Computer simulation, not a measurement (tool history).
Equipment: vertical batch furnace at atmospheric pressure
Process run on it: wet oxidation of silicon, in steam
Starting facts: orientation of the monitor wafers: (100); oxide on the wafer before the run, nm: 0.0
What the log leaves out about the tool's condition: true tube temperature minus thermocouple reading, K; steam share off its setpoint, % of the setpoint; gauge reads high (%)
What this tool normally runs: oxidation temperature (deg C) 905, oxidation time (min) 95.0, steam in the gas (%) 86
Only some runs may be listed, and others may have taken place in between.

run	hour	oxidation temperature (deg C)	oxidation time (min)	steam in the gas (%)	wafers since the last listed run	hours since the last temperature calibration	hours since the steam generator was serviced	hours since the gauge calibration	read-back reference wafer on the same gauge, thickness	oxide thickness on the monitor wafer (nm)
1	0.0	905	110.5	86	0	876.6	669.3	1127.5	214.11	250.76
2	86.1	905	95.0	86	928	962.7	755.4	1213.6	213.85	220.69
3	158.8	905	95.0	86	784	1035.4	828.1	1286.3	214.05	221.32
4	238.0	905	95.0	86	854	1114.6	907.3	1365.5	214.16	221.21
5	314.6	905	95.0	86	826	1191.2	983.9	1442.1	213.99	219.93
6	355.2	905	95.0	86	437	1231.8	1024.5	1482.7	213.92	219.30
7	447.9	905	95.0	86	999	1324.5	1117.2	1575.4	213.84	221.13
8	520.2	905	95.0	86	779	1396.8	1189.5	1647.7	213.87	219.47
9	598.3	905	95.0	86	842	1474.9	1267.6	1725.8	213.90	219.49
10	893.6	905	95.0	86	3184	1770.2	1562.9	2021.1	213.89	220.43
# hour 931.3: gauge calibrated
11	958.1	905	95.0	86	695	1834.7	1627.4	26.8	214.14	218.44
12	1009.9	905	95.0	86	558	1886.5	1679.2	78.6	213.98	220.88
13	1132.4	905	95.0	86	1321	2009.0	1801.7	201.1	213.95	220.05
14	1194.1	890	95.0	92	665	2070.7	1863.4	262.8	213.81	191.49
# hour 1307.4: thermocouples replaced and temperature profile calibrated
15	1330.2	905	95.0	77	1208	22.8	1999.5	398.9	213.88	196.97
16	1431.1	920	122.0	86	1088	123.7	2100.4	499.8	214.10	312.83
17	1479.5	905	95.0	86	521	172.1	2148.8	548.2	214.12	216.63
18	1682.2	890	137.5	77	2186	374.8	2351.5	750.9	214.27	221.52
# hour 1713.9: steam generator serviced
19	1770.4	905	95.0	86	692	463.0	56.5	839.1	214.03	226.22
20	1816.2	928	58.0	86	493	508.8	102.3	884.9	213.93	191.60
21	1882.0	882	95.0	97	709	574.6	168.1	950.7	213.92	181.34
22	1949.4	905	95.0	86	726	642.0	235.5	1018.1	214.26	224.41
23	1999.0	905	136.0	86	534	691.6	285.1	1067.7	213.91	300.39
24	2090.9	925	123.5	86	991	783.5	377.0	1159.6	213.97	339.52
25	2131.8	913	48.0	86	441	824.4	417.9	1200.5	214.25	135.11
26	2229.4	898	50.0	91	1052	922.0	515.5	1298.1	214.29	119.19

Each row is a separate what-if for the run after 26, all from the same tool condition, not one after another. Results?
A	2234.4	905	95.0	86	53	927.0	520.5	1303.1	?	?
B	2234.4	889	52.0	89	53	927.0	520.5	1303.1	?	?
C	2234.4	920	95.0	79	53	927.0	520.5	1303.1	?	?
D	2234.4	898	131.0	94	53	927.0	520.5	1303.1	?	?

run	read-back reference wafer on the same gauge, thickness	oxide thickness on the monitor wafer (nm)
A	214.01	223.14
B	214.01	106.67
C	214.01	246.56
D	214.01	289.00
With the hidden condition removed and each run's random variation left untouched, the same runs would have given:
run	oxide thickness on the monitor wafer (nm)
A	228.19
B	109.16
C	252.19
D	295.29
